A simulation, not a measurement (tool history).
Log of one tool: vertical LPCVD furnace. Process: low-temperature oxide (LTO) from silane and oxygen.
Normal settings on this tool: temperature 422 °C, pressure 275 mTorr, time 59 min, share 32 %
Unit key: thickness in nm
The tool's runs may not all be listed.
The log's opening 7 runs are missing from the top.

run     day  temperature  pressure  time  share  read-back reference wafer on the same gauge, thickness  thickness
  8  16.229          422       275    59     32                                                  498.54     630.85
  9  17.946          422       275    59     32                                                  499.85      631.8
 10  19.046          422       275    59     32                                                  498.94     631.98
     21.162  -- thermocouples replaced and temperature profile calibrated
 11  21.629          422       330    64     32                                                     499     823.95
 12  24.354          422       330    64     32                                                  498.88     823.84
 13  26.167          422       330    59     32                                                  498.98     757.42
 14  27.804          422       330    59     32                                                  498.53      756.2
     29.792  -- pressure gauge zeroed
 15  29.812          432       275    36     32                                                  498.32     428.92
 16  32.221          411       220  75.5     35                                                  499.32     646.65
     33.529  -- silane flow controller replaced
     34.304  -- gauge calibrated
 17  35.221          422       275    59     32                                                  499.07     644.92
 18  43.492          431       275    59     26                                                  498.89     540.76
 19  46.425          422       275    59     29                                                  498.83     573.16
 20  47.467          422       275    59     32                                                  498.93     650.96
     48.817  -- silane flow controller replaced, repeated, since the last time left the tool worse
 21  48.992          428       215    36     29                                                  499.16     271.99
 22  50.846          422       275    59     32                                                  499.24     609.44
 23  52.004          422       330    64     32                                                  499.36     798.93
 24  53.758          422       275  69.5     26                                                  499.33     537.17
 25  55.979          430       275    59     32                                                  499.38      667.6
 26  58.521          414       340  37.5     32                                                  499.27     444.31
 27  59.692          422       275    80     32                                                  498.77     836.73
 28  61.333          422       275    59     32                                                   498.4     618.06
 29  63.292          415       215    68     32                                                  498.73     514.22
 30  70.762          422       275    59     32                                                  498.76     621.72
 31  72.471          416       225  71.5     30                                                  499.12     528.13
 32  74.146          411       275    59     32                                                  498.85     550.91

Each row is a separate what-if for the run after 32, all from the same tool condition, not one after another. Results?
  A  74.362          422       275    42     32                                                       ?          ?
  B  74.362          422       340    59     32                                                       ?          ?
  C  74.362          417       315    80     27                                                       ?          ?

run  read-back reference wafer on the same gauge, thickness  thickness
  A                                                  499.29     441.79
  B                                                  499.29     767.29
  C                                                  499.29     718.42
Stripped of hidden state, with their random variation kept, the same runs would have yielded:
run  thickness
  A     433.05
  B     752.13
  C     701.62
